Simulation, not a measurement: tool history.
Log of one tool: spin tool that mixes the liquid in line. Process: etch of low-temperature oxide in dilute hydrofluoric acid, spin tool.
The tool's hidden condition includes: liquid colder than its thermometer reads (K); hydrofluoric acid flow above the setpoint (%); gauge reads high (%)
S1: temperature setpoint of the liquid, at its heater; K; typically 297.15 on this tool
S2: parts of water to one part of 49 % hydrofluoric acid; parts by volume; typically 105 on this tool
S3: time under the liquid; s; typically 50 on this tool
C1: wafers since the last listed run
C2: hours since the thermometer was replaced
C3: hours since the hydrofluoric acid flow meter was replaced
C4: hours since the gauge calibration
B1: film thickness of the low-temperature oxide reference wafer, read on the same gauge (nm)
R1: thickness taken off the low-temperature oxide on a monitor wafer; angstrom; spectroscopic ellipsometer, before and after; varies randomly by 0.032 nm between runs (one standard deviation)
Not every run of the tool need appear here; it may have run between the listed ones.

run	hour	S1	S2	S3	C1	C2	C3	C4	B1	R1
1	0.0	294.15	105	50	0	1563.2	849.7	1282.7	100.00	84.6
2	49.4	297.15	105	50	845	1612.6	899.1	1332.1	99.99	96.0
# hour 55.0: hydrofluoric acid flow meter replaced
# hour 99.5: gauge calibrated
3	112.2	297.15	105	75	1058	1675.4	57.2	12.7	100.01	139.8
4	176.6	297.15	85	50	1102	1739.8	121.6	77.1	100.01	118.9
5	224.8	297.15	85	50	825	1788.0	169.8	125.3	100.01	117.5
6	251.1	297.15	85	50	450	1814.3	196.1	151.6	100.03	118.9
7	295.8	297.15	140	50	765	1859.0	240.8	196.3	100.00	67.6
8	363.3	297.15	140	50	1155	1926.5	308.3	263.8	99.98	67.4
9	394.0	297.15	140	50	525	1957.2	339.0	294.5	99.99	67.5
10	539.8	297.15	105	50	2496	2103.0	484.8	440.3	99.99	93.8
# hour 557.7: thermometer replaced
11	577.6	295.65	60	35	630	19.9	522.6	478.1	100.01	117.5
12	603.9	297.15	60	70	450	46.2	548.9	504.4	100.02	250.7
13	767.4	297.15	105	65	2799	209.7	712.4	667.9	99.98	125.9
14	812.2	297.15	105	50	767	254.5	757.2	712.7	100.01	96.3
15	865.5	298.65	130	50	912	307.8	810.5	766.0	100.01	80.8
16	903.2	298.65	105	80	645	345.5	848.2	803.7	100.00	164.9
17	1079.0	302.15	105	25	3009	521.3	1024.0	979.5	100.01	58.9
# hour 1124.2: hydrofluoric acid flow meter replaced
18	1134.4	294.65	60	30	931	576.7	10.2	1034.9	100.02	94.7
19	1164.0	300.65	120	50	506	606.3	39.8	1064.5	100.00	93.2
20	1197.7	292.65	150	40	576	640.0	73.5	1098.2	99.97	42.1
21	1229.8	294.65	120	35	549	672.1	105.6	1130.3	100.02	51.8
22	1265.0	295.65	105	50	602	707.3	140.8	1165.5	99.99	89.0

Run 23, settings as shown, results not yet in. Your forecast:
23	1306.7	294.65	60	35	713	749.0	182.5	1207.2	?	?

B1: 99.98
R1: 111.2 angstrom
Had the tool carried no hidden state, the very same run would have given R1 111.6 angstrom.

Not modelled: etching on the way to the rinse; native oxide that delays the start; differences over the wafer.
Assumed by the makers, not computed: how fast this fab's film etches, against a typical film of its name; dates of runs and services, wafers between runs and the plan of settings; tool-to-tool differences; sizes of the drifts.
